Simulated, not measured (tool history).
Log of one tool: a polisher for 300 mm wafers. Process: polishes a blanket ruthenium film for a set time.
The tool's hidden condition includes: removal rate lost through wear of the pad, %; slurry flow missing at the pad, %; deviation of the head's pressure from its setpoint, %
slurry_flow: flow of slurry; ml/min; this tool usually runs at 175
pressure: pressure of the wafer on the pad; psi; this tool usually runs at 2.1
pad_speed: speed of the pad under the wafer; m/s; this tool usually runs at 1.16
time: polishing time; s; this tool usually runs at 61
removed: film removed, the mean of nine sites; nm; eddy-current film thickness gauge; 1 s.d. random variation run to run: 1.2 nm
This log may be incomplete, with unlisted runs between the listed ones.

run     day  slurry_flow  pressure  pad_speed  time  wafers since the last listed run  wafers polished on this pad  hours since the slurry nozzle was cleaned  hours since the head pressure was calibrated  incoming thickness of the incoming film, nm  removed
  1   0.000          175       2.1       1.16    61                                 0                         1713                                      372.2                                         536.9                                        620.8     84.4
      2.629  -- slurry nozzle cleaned
  2   4.400          175       1.6       1.16    61                              1368                         3081                                       42.5                                         642.5                                        620.6     60.7
      7.188  -- worn pad replaced by a new one
  3   8.158          175       1.6       1.16    61                              1127                          305                                      132.7                                         732.7                                        608.6     67.5
  4  11.062          175       2.1       1.16    61                               911                         1217                                      202.4                                         802.4                                        617.1     83.8
  5  13.367          175       2.1       1.16    61                               723                         1940                                      257.7                                         857.7                                        617.1     79.6
  6  15.512          175       2.1       1.16    61                               673                         2614                                      309.2                                         909.2                                        623.2     78.8
     17.529  -- slurry nozzle cleaned
  7  18.162          175       2.1       1.16    61                               818                         3433                                       15.2                                         972.8                                        625.5     75.1
     19.025  -- worn pad replaced by a new one
  8  20.912          175       2.1       1.16    61                               811                          593                                       81.2                                        1038.8                                        620.3     84.1
  9  25.138          175       2.1       1.16    61                              1326                         1919                                      182.6                                        1140.2                                        619.5     80.9
     26.779  -- head pressure recalibrated
 10  27.092          175       2.1       1.16    61                               587                         2507                                      229.5                                           7.5                                        619.2     80.1
     29.508  -- worn pad replaced by a new one
 11  31.200          175       2.1       1.36    76                              1237                          530                                      328.1                                         106.1                                        622.5    117.8
     34.700  -- slurry nozzle cleaned
 12  35.333          195       2.1       0.92    73                              1284                         1815                                       15.2                                         205.3                                        627.7     85.8
 13  39.000          175       1.7       1.16    67                              1151                         2966                                      103.2                                         293.3                                        621.6     69.7
     39.583  -- worn pad replaced by a new one
 14  43.258          175       1.5       1.16    61                              1284                         1153                                      205.4                                         395.5                                        619.6     61.9
 15  47.017          175       2.1       1.16    61                              1179                         2333                                      295.6                                         485.7                                        613.0     81.8
 16  48.529          175       2.1       1.16    61                               474                         2808                                      331.9                                         522.0                                        620.4     78.0
     50.725  -- worn pad replaced by a new one
     51.071  -- slurry nozzle cleaned
 17  51.975          235       2.4       1.00    71                              1016                          379                                       21.7                                         604.7                                        619.3    104.8
 18  55.642          175       2.7       0.80    54                              1151                         1530                                      109.7                                         692.7                                        622.0     73.0

Each row is a separate what-if for the run after 18, all from the same tool condition, not one after another. Results?
  A  55.658          175       2.7       1.16    61                                 5                         1535                                      110.1                                         693.1                                        621.6        ?
  B  55.658          175       2.1       1.38    61                                 5                         1535                                      110.1                                         693.1                                        621.6        ?
  C  55.658          175       2.1       1.16    54                                 5                         1535                                      110.1                                         693.1                                        621.6        ?

run  removed
  A    104.2
  B     93.2
  C     73.4
What these runs would have given with no unlogged condition in the tool:
run  removed
  A    108.5
  B     97.0
  C     76.3
